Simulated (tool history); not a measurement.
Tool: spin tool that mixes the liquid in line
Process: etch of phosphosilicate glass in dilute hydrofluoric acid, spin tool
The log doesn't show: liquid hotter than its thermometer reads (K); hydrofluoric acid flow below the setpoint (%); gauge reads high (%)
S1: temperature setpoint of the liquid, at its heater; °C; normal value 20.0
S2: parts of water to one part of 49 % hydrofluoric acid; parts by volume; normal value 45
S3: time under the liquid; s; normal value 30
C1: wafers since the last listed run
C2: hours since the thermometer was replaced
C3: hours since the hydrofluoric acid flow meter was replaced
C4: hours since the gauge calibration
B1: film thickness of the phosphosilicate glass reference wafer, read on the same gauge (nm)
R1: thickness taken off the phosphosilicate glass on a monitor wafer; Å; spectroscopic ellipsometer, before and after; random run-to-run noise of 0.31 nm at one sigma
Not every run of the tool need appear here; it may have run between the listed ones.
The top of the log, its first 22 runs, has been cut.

run,hour,S1,S2,S3,C1,C2,C3,C4,B1,R1
# hour 1170.2: thermometer replaced
23,1190.4,20.0,30,15,2761,20.2,581.4,1954.5,40.01,412.0
# hour 1193.2: hydrofluoric acid flow meter replaced
24,1220.9,20.0,45,40,490,50.7,27.7,1985.0,40.01,710.2
# hour 1223.6: gauge calibrated
25,1245.5,18.5,55,45,408,75.3,52.3,21.9,40.00,604.0
26,1307.1,17.5,65,30,1024,136.9,113.9,83.5,40.00,328.8
27,1370.9,17.5,45,30,1060,200.7,177.7,147.3,40.00,486.2
28,1423.4,20.0,30,30,872,253.2,230.2,199.8,40.00,816.7
29,1492.9,24.0,45,30,1155,322.7,299.7,269.3,40.00,636.2
30,1556.5,21.5,30,25,1057,386.3,363.3,332.9,39.98,729.9
31,1618.4,20.0,45,30,1029,448.2,425.2,394.8,40.00,540.5
32,1745.8,23.0,45,30,2118,575.6,552.6,522.2,39.99,610.9

Branching from run 32: 4 alternative next runs. What would each branch give?
A,1746.2,20.0,45,30,6,576.0,553.0,522.6,?,?
B,1746.2,23.0,60,25,6,576.0,553.0,522.6,?,?
C,1746.2,22.5,40,45,6,576.0,553.0,522.6,?,?
D,1746.2,20.0,65,15,6,576.0,553.0,522.6,?,?

run,B1,R1
A,40.01,536.8
B,40.01,373.4
C,40.01,1013.2
D,40.01,181.4
Without the tool's hidden state the same runs would have given:
run,R1
A,536.8
B,373.4
C,1013.2
D,181.4
